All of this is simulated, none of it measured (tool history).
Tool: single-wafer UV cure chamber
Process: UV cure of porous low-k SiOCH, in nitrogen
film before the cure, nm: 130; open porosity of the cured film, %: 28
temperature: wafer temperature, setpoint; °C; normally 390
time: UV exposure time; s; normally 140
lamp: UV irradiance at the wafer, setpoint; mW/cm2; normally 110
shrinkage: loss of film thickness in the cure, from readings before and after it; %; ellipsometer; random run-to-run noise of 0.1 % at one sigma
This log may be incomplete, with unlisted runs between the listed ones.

run,hour,temperature,time,lamp,wafers since the last listed run,hours since the UV bulbs were replaced,wafers since the quartz window was cleaned,shrinkage
1,0.0,399,140,110,0,2331.2,3641,10.523
2,13.9,399,140,110,46,2345.1,3688,10.359
3,30.4,381,140,110,55,2361.6,3743,10.118
4,47.6,381,140,110,57,2378.8,3801,10.164
5,63.8,381,140,110,54,2395.0,3856,10.027
6,72.3,390,140,110,28,2403.5,3884,10.176
7,84.8,390,140,110,42,2416.0,3926,10.248
8,102.1,390,140,110,58,2433.3,3985,10.111
9,109.5,390,85,90,24,2440.7,4009,6.897
10,122.2,377,140,110,42,2453.4,4052,10.133
11,135.6,377,140,110,45,2466.8,4097,9.870
# hour 153.0: UV bulbs replaced
12,153.5,377,140,110,33,0.5,4131,12.652
13,166.7,390,140,144,44,13.7,4175,14.355
14,182.7,401,185,110,53,29.7,4229,14.628
15,188.8,390,115,110,20,35.8,4249,12.129
16,196.6,406,210,99,26,43.6,4276,15.056
17,250.1,405,205,143,180,97.1,4456,16.647
18,265.1,407,180,110,50,112.1,4506,14.527
# hour 275.0: quartz window cleaned
19,279.1,398,140,88,20,126.1,13,11.852
20,286.9,375,140,110,26,133.9,40,12.612
21,293.5,379,140,127,22,140.5,62,13.327
22,306.1,402,140,148,42,153.1,104,14.684
23,321.2,381,140,110,50,168.2,155,12.793
24,338.0,381,140,110,56,185.0,212,12.562
25,352.4,390,140,128,48,199.4,260,13.497

Difference, measured minus no-hidden-state, one row per run. Run-to-run variation is common to both terms; the gauge's own scatter need not be:
The hidden state here: lamp output below its setpoint, %; transmission lost against a clean window, %.
run,shrinkage
1,-2.647
2,-2.627
3,-2.667
4,-2.707
5,-2.696
6,-2.709
7,-2.748
8,-2.740
9,-2.605
10,-2.839
11,-2.788
12,-0.034
13,-0.045
14,-0.059
15,-0.061
16,-0.071
17,-0.116
18,-0.124
19,-0.129
20,-0.138
21,-0.144
22,-0.159
23,-0.167
24,-0.177
25,-0.191

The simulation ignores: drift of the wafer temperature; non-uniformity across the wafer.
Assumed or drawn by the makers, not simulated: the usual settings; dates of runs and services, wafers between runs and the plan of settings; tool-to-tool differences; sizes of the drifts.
